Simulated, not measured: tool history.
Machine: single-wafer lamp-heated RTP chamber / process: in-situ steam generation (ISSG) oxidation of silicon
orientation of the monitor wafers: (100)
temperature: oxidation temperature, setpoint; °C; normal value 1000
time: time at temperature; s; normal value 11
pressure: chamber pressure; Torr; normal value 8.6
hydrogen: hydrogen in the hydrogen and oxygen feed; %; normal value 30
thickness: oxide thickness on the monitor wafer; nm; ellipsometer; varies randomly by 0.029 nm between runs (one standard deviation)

run,hour,temperature,time,pressure,hydrogen,"read-back reference wafer on the same gauge, thickness",thickness
1,0,984,11,8.6,30,5.196,4.513
2,13.9,1014,11,8.6,30,5.195,5.018
3,28.2,1014,11,8.6,30,5.197,5.016
4,41.4,1000,11,8.6,30,5.2,4.815
5,52.9,1000,11,8.6,30,5.202,4.822
6,69.4,1000,11,8.6,30,5.201,4.802
7,76.7,1000,11,8.6,30,5.198,4.792
8,90.8,1000,11,8.6,30,5.202,4.813
9,97.1,1000,11,8.6,30,5.197,4.809
# hour 111.4: pressure gauge zeroed
10,111.9,1000,11,8.6,30,5.199,4.766
11,121.8,1000,11,8.6,30,5.201,4.812
12,139.2,1000,11,8.6,30,5.202,4.773
# hour 150.9: pyrometer window cleaned and pyrometer calibrated
13,152.9,1000,11,8.6,30,5.197,4.854
14,170.8,1000,11,9.5,30,5.204,4.738
15,199.2,1000,11,9.6,21,5.198,4.326
# hour 219: hydrogen flow controller replaced
16,219.5,994,9,7.2,32,5.201,4.487
17,232.1,1000,11,8.1,30,5.198,4.796
18,247.3,984,11,8.6,30,5.203,4.569
19,263.2,1000,11,8.6,30,5.198,4.789
# hour 266.3: gauge calibrated
20,271.4,1000,11,8.6,30,5.194,4.815
21,277.5,1006,11,10,30,5.2,4.717
22,289.1,1000,11,8.6,30,5.198,4.813
23,301.6,1009,7,7.2,32,5.205,4.261
24,312.4,986,11,7.6,30,5.198,4.639
25,323.1,1000,11,8.6,30,5.202,4.811
26,335.1,992,10,8.6,24,5.209,4.214
27,348.6,1020,14,10.1,32,5.199,5.638
28,356.6,1000,14,8.6,30,5.205,5.25
29,371.3,1000,11,8.6,30,5.196,4.757
30,382.2,993,13,8,30,5.199,4.982

Consider 5 possible next runs. They are alternatives, not a sequence: every one starts from the tool as it was left by run 30. What does each give?
A,382.7,1000,7,8.6,30,?,?
B,382.7,1016,11,8.6,30,?,?
C,382.7,1019,11,9,30,?,?
D,382.7,1015,11,8.6,30,?,?
E,382.7,1015,8,8.6,32,?,?

run,"read-back reference wafer on the same gauge, thickness",thickness
A,5.207,4.028
B,5.207,5.11
C,5.207,5.134
D,5.207,5.091
E,5.207,4.532
Without the tool's hidden state the same runs would have given:
run,thickness
A,4.028
B,5.11
C,5.134
D,5.091
E,4.532
